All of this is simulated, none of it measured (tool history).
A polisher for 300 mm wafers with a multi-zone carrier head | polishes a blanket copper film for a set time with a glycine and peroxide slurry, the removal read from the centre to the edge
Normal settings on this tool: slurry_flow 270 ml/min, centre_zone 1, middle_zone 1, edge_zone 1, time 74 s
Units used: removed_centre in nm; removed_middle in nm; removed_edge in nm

run   hour  slurry_flow  centre_zone  middle_zone  edge_zone  time  wafers since the last listed run  wafers polished on this pad  hours since the slurry nozzle was cleaned  hours since the centre zone pressure was calibrated  hours since the edge zone pressure was calibrated  hours since the carrier head's membrane was replaced  incoming thickness of the incoming film, nm  removed_centre  removed_middle  removed_edge
  1      0          270            1            1          1    74                                 0                          393                                       65.1                                                865.8                                               44.1                                                1278.3                                        943.7           366.5           358.1         366.7
  2   59.7          270            1            1          1    74                               643                         1036                                      124.8                                                925.5                                              103.8                                                  1338                                        936.5           345.4           344.5         350.8
  3  116.4          270            1            1          1    74                               611                         1647                                      181.5                                                982.2                                              160.5                                                1394.7                                        926.4           335.6           331.3         332.4
     126.4  -- worn pad replaced by a new one
  4  181.4          270            1            1          1    74                               657                          592                                      246.5                                               1047.2                                              225.5                                                1459.7                                        937.6           357.7           356.6         362.6
  5  257.2          270            1            1          1    74                               816                         1409                                      322.3                                                 1123                                              301.3                                                1535.5                                        943.9           344.6           332.3         341.6
     263.5  -- carrier head's membrane replaced by a new one
     268.4  -- worn pad replaced by a new one
  6  309.8          270            1            1          1    74                               469                          446                                      374.9                                               1175.6                                              353.9                                                  46.3                                        923.8             360             350         365.1
     333.2  -- edge zone pressure recalibrated
  7    374          270            1            1          1    74                               670                         1117                                      439.1                                               1239.8                                               40.8                                                 110.5                                        933.5           347.7           343.4         352.2
  8  434.6          270         1.11         0.92          1    74                               653                         1770                                      499.7                                               1300.4                                              101.4                                                 171.1                                        921.8           364.7           307.5         329.4
     443.4  -- worn pad replaced by a new one
     484.5  -- centre zone pressure recalibrated
  9  490.2          270         0.92            1       1.06    74                               534                          483                                      555.3                                                  5.7                                                157                                                 226.7                                        920.7           326.8             357         372.2
     524.2  -- slurry nozzle cleaned
 10  550.1          270            1            1       1.06    99                               634                         1117                                       25.9                                                 65.6                                              216.9                                                 286.6                                        922.7             459           451.8         480.9
 11  608.1          270            1            1       1.04    90                               625                         1743                                       83.9                                                123.6                                              274.9                                                 344.6                                        941.6           391.1           388.3         399.2
     612.4  -- worn pad replaced by a new one
 12  659.5          270            1            1          1    74                               510                          507                                      135.3                                                  175                                              326.3                                                   396                                        932.3             361           355.6         362.7
     690.4  -- edge zone pressure recalibrated
 13  729.6          270            1         0.88          1    74                               734                         1241                                      205.4                                                245.1                                               39.2                                                 466.1                                        918.9           342.9             319         341.8

Run 14, settings as shown, results not yet in. Your forecast:
     759.7  -- worn pad replaced by a new one
 14  761.1          270            1         1.07          1    74                               296                           15                                      236.9                                                276.6                                               70.7                                                 497.6                                        909.9               ?               ?             ?

removed_centre: 353.8 nm
removed_middle: 358 nm
removed_edge: 355.8 nm
On a tool with no hidden condition, and with the same random variation, this run would have come out at removed_centre 363.5 nm, removed_middle 367.7 nm, removed_edge 365.6 nm.
